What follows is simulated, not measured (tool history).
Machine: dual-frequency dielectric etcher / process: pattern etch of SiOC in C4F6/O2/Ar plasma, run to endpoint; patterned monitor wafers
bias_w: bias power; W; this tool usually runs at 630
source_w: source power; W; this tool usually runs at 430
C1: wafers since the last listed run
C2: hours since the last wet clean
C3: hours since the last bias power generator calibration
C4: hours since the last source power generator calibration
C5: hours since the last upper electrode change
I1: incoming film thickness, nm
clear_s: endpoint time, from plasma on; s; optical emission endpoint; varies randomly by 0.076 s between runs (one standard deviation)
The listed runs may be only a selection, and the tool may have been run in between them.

run 1 hour=0 | bias_w=630 source_w=430 | C1=0 C2=78.7 C3=2880.2 C4=3085.8 C5=2831.2 | I1=33.33 | clear_s=10.5
run 2 hour=26.2 | bias_w=630 source_w=430 | C1=377 C2=104.9 C3=2906.4 C4=3112 C5=2857.4 | I1=33.43 | clear_s=10.6
run 3 hour=65.2 | bias_w=534 source_w=430 | C1=561 C2=143.9 C3=2945.4 C4=3151 C5=2896.4 | I1=33.05 | clear_s=11.5
-- hour=96.9 bias power generator calibrated
run 4 hour=97.4 | bias_w=534 source_w=430 | C1=405 C2=176.1 C3=0.5 C4=3183.2 C5=2928.6 | I1=33.36 | clear_s=11.6
run 5 hour=153.3 | bias_w=534 source_w=430 | C1=804 C2=232 C3=56.4 C4=3239.1 C5=2984.5 | I1=33.35 | clear_s=11.8
-- hour=207.9 upper electrode replaced
run 6 hour=245.4 | bias_w=630 source_w=340 | C1=980 C2=324.1 C3=148.5 C4=3331.2 C5=37.5 | I1=33.24 | clear_s=11.2
run 7 hour=281.9 | bias_w=630 source_w=340 | C1=525 C2=360.6 C3=185 C4=3367.7 C5=74 | I1=33.28 | clear_s=11.4
run 8 hour=326.4 | bias_w=630 source_w=340 | C1=640 C2=405.1 C3=229.5 C4=3412.2 C5=118.5 | I1=33.47 | clear_s=11.4
-- hour=372.2 wet clean of the chamber
run 9 hour=379 | bias_w=630 source_w=430 | C1=411 C2=6.8 C3=282.1 C4=3464.8 C5=171.1 | I1=33.22 | clear_s=10.6
run 10 hour=407.7 | bias_w=562 source_w=390 | C1=413 C2=35.5 C3=310.8 C4=3493.5 C5=199.8 | I1=33.28 | clear_s=11.4
run 11 hour=432.9 | bias_w=712 source_w=390 | C1=362 C2=60.7 C3=336 C4=3518.7 C5=225 | I1=33.4 | clear_s=10.2
run 12 hour=586.9 | bias_w=630 source_w=430 | C1=2216 C2=214.7 C3=490 C4=3672.7 C5=379 | I1=33.32 | clear_s=10.6
run 13 hour=634.6 | bias_w=769 source_w=390 | C1=686 C2=262.4 C3=537.7 C4=3720.4 C5=426.7 | I1=32.96 | clear_s=9.9
-- hour=683.7 source power generator calibrated
run 14 hour=694.5 | bias_w=760 source_w=510 | C1=804 C2=322.3 C3=597.6 C4=10.8 C5=486.6 | I1=33.31 | clear_s=9.7
-- hour=824 wet clean of the chamber
run 15 hour=829.9 | bias_w=630 source_w=430 | C1=1603 C2=5.9 C3=733 C4=146.2 C5=622 | I1=33.33 | clear_s=10.6
run 16 hour=887 | bias_w=630 source_w=430 | C1=822 C2=63 C3=790.1 C4=203.3 C5=679.1 | I1=33.34 | clear_s=10.5
run 17 hour=918.5 | bias_w=630 source_w=430 | C1=453 C2=94.5 C3=821.6 C4=234.8 C5=710.6 | I1=33.45 | clear_s=10.6
run 18 hour=974.1 | bias_w=532 source_w=530 | C1=800 C2=150.1 C3=877.2 C4=290.4 C5=766.2 | I1=33.09 | clear_s=11.1
run 19 hour=1043.1 | bias_w=630 source_w=540 | C1=993 C2=219.1 C3=946.2 C4=359.4 C5=835.2 | I1=33.15 | clear_s=10.2
run 20 hour=1107.5 | bias_w=488 source_w=350 | C1=927 C2=283.5 C3=1010.6 C4=423.8 C5=899.6 | I1=33.49 | clear_s=13
run 21 hour=1145.4 | bias_w=673 source_w=530 | C1=545 C2=321.4 C3=1048.5 C4=461.7 C5=937.5 | I1=33.24 | clear_s=10
run 22 hour=1193.9 | bias_w=630 source_w=430 | C1=698 C2=369.9 C3=1097 C4=510.2 C5=986 | I1=33.05 | clear_s=10.9
run 23 hour=1219.2 | bias_w=630 source_w=430 | C1=364 C2=395.2 C3=1122.3 C4=535.5 C5=1011.3 | I1=33.33 | clear_s=10.9
run 24 hour=1260.7 | bias_w=566 source_w=470 | C1=597 C2=436.7 C3=1163.8 C4=577 C5=1052.8 | I1=33.18 | clear_s=11.1
-- hour=1340.3 wet clean of the chamber
run 25 hour=1340.8 | bias_w=562 source_w=430 | C1=807 C2=0.5 C3=1243.9 C4=657.1 C5=1132.9 | I1=33.25 | clear_s=11.2
run 26 hour=1362.8 | bias_w=520 source_w=390 | C1=316 C2=22.5 C3=1265.9 C4=679.1 C5=1154.9 | I1=33.14 | clear_s=11.8
run 27 hour=1424.1 | bias_w=774 source_w=510 | C1=882 C2=83.8 C3=1327.2 C4=740.4 C5=1216.2 | I1=33.32 | clear_s=9.2
run 28 hour=1467.8 | bias_w=630 source_w=430 | C1=629 C2=127.5 C3=1370.9 C4=784.1 C5=1259.9 | I1=33.36 | clear_s=10.8
run 29 hour=1528.7 | bias_w=701 source_w=350 | C1=876 C2=188.4 C3=1431.8 C4=845 C5=1320.8 | I1=33.39 | clear_s=10.6
run 30 hour=1560.3 | bias_w=630 source_w=430 | C1=454 C2=220 C3=1463.4 C4=876.6 C5=1352.4 | I1=33.05 | clear_s=10.8
run 31 hour=1586.3 | bias_w=700 source_w=540 | C1=374 C2=246 C3=1489.4 C4=902.6 C5=1378.4 | I1=33.45 | clear_s=9.8
run 32 hour=1652.6 | bias_w=630 source_w=430 | C1=954 C2=312.3 C3=1555.7 C4=968.9 C5=1444.7 | I1=33.2 | clear_s=11
run 33 hour=1718.9 | bias_w=687 source_w=540 | C1=954 C2=378.6 C3=1622 C4=1035.2 C5=1511 | I1=33.39 | clear_s=10
run 34 hour=1784.4 | bias_w=566 source_w=470 | C1=942 C2=444.1 C3=1687.5 C4=1100.7 C5=1576.5 | I1=33.09 | clear_s=11.4
run 35 hour=1817.4 | bias_w=786 source_w=490 | C1=475 C2=477.1 C3=1720.5 C4=1133.7 C5=1609.5 | I1=32.92 | clear_s=9.5

What if the next run were any one of these 4? Each begins from the tool's condition after run 35:
run A hour=1817.8 | bias_w=476 source_w=430 | C1=5 C2=477.5 C3=1720.9 C4=1134.1 C5=1609.9 | I1=33.42 | clear_s=?
run B hour=1817.8 | bias_w=708 source_w=490 | C1=5 C2=477.5 C3=1720.9 C4=1134.1 C5=1609.9 | I1=33.42 | clear_s=?
run C hour=1817.8 | bias_w=697 source_w=530 | C1=5 C2=477.5 C3=1720.9 C4=1134.1 C5=1609.9 | I1=33.42 | clear_s=?
run D hour=1817.8 | bias_w=786 source_w=430 | C1=5 C2=477.5 C3=1720.9 C4=1134.1 C5=1609.9 | I1=33.42 | clear_s=?

run=A clear_s=13
run=B clear_s=10.1
run=C clear_s=10
run=D clear_s=9.9
Without the tool's unlogged condition, the same runs would have read:
run=A clear_s=12.2
run=B clear_s=9.5
run=C clear_s=9.4
run=D clear_s=9.3
